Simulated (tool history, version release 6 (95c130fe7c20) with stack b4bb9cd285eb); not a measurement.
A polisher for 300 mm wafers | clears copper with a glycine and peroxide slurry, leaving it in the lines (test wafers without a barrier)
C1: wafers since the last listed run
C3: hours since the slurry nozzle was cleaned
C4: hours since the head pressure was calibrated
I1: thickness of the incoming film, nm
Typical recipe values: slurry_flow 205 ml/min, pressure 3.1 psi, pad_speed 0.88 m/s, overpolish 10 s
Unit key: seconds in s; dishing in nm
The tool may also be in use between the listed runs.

run 1 hour=0 | slurry_flow=205 pressure=3.1 pad_speed=0.88 overpolish=10 | C1=0 wafers_polished_on_this_pad=436 C3=339.4 C4=426.1 | I1=816.1 | seconds=139.6 dishing=44
run 2 hour=10.8 | slurry_flow=205 pressure=3.1 pad_speed=0.88 overpolish=10 | C1=69 wafers_polished_on_this_pad=506 C3=350.2 C4=436.9 | I1=814.2 | seconds=139.6 dishing=44.1
run 3 hour=25.2 | slurry_flow=205 pressure=3.1 pad_speed=0.88 overpolish=10 | C1=93 wafers_polished_on_this_pad=599 C3=364.6 C4=451.3 | I1=815.3 | seconds=138.1 dishing=44.2
-- hour=37.6 worn pad replaced by a new one
run 4 hour=41.2 | slurry_flow=205 pressure=3.1 pad_speed=0.7 overpolish=10 | C1=77 wafers_polished_on_this_pad=23 C3=380.6 C4=467.3 | I1=819.4 | seconds=167.2 dishing=36.8
run 5 hour=53.6 | slurry_flow=205 pressure=3.1 pad_speed=0.7 overpolish=10 | C1=80 wafers_polished_on_this_pad=103 C3=393 C4=479.7 | I1=824.9 | seconds=169.5 dishing=37.3
run 6 hour=60.1 | slurry_flow=205 pressure=3.1 pad_speed=0.88 overpolish=10 | C1=42 wafers_polished_on_this_pad=145 C3=399.5 C4=486.2 | I1=818.7 | seconds=140.8 dishing=44.1
run 7 hour=72.1 | slurry_flow=205 pressure=3.1 pad_speed=0.88 overpolish=10 | C1=77 wafers_polished_on_this_pad=223 C3=411.5 C4=498.2 | I1=803.9 | seconds=137.8 dishing=44.3
run 8 hour=85 | slurry_flow=205 pressure=3.1 pad_speed=0.88 overpolish=10 | C1=83 wafers_polished_on_this_pad=306 C3=424.4 C4=511.1 | I1=829.5 | seconds=140.7 dishing=43.7
run 9 hour=93.1 | slurry_flow=205 pressure=3.1 pad_speed=0.88 overpolish=10 | C1=52 wafers_polished_on_this_pad=359 C3=432.5 C4=519.2 | I1=814.9 | seconds=139.7 dishing=43.2
run 10 hour=109.2 | slurry_flow=205 pressure=3.1 pad_speed=0.88 overpolish=10 | C1=104 wafers_polished_on_this_pad=463 C3=448.6 C4=535.3 | I1=830.7 | seconds=142.5 dishing=44.5
run 11 hour=120 | slurry_flow=205 pressure=3.1 pad_speed=1.08 overpolish=10 | C1=69 wafers_polished_on_this_pad=533 C3=459.4 C4=546.1 | I1=817.7 | seconds=117.1 dishing=50.6
run 12 hour=127.4 | slurry_flow=205 pressure=3.1 pad_speed=1.08 overpolish=10 | C1=47 wafers_polished_on_this_pad=581 C3=466.8 C4=553.5 | I1=817.4 | seconds=115.8 dishing=49.9
run 13 hour=135.3 | slurry_flow=205 pressure=3.1 pad_speed=1.08 overpolish=10 | C1=51 wafers_polished_on_this_pad=632 C3=474.7 C4=561.4 | I1=822.9 | seconds=116.3 dishing=50.4
-- hour=141.8 worn pad replaced by a new one
run 14 hour=145.7 | slurry_flow=205 pressure=3.1 pad_speed=0.88 overpolish=10 | C1=41 wafers_polished_on_this_pad=25 C3=485.1 C4=571.8 | I1=837.7 | seconds=142.2 dishing=43.8
run 15 hour=154.4 | slurry_flow=205 pressure=3.1 pad_speed=0.88 overpolish=10 | C1=56 wafers_polished_on_this_pad=81 C3=493.8 C4=580.5 | I1=821.8 | seconds=136.9 dishing=44.3
run 16 hour=161.7 | slurry_flow=255 pressure=3.1 pad_speed=0.88 overpolish=10 | C1=47 wafers_polished_on_this_pad=128 C3=501.1 C4=587.8 | I1=820.6 | seconds=133.5 dishing=45.6
run 17 hour=169 | slurry_flow=255 pressure=3.1 pad_speed=0.88 overpolish=10 | C1=47 wafers_polished_on_this_pad=176 C3=508.4 C4=595.1 | I1=814.1 | seconds=134.4 dishing=44.3

Run 18 comes next. What will it give?
-- hour=181.3 head pressure recalibrated
run 18 hour=181.8 | slurry_flow=205 pressure=2.6 pad_speed=1.04 overpolish=15 | C1=69 wafers_polished_on_this_pad=245 C3=521.2 C4=0.5 | I1=826.6 | seconds=? dishing=?

seconds: 139.7 s
dishing: 61 nm
Had the tool carried no hidden state, the very same run would have given seconds 140.6 s, dishing 60.6 nm.
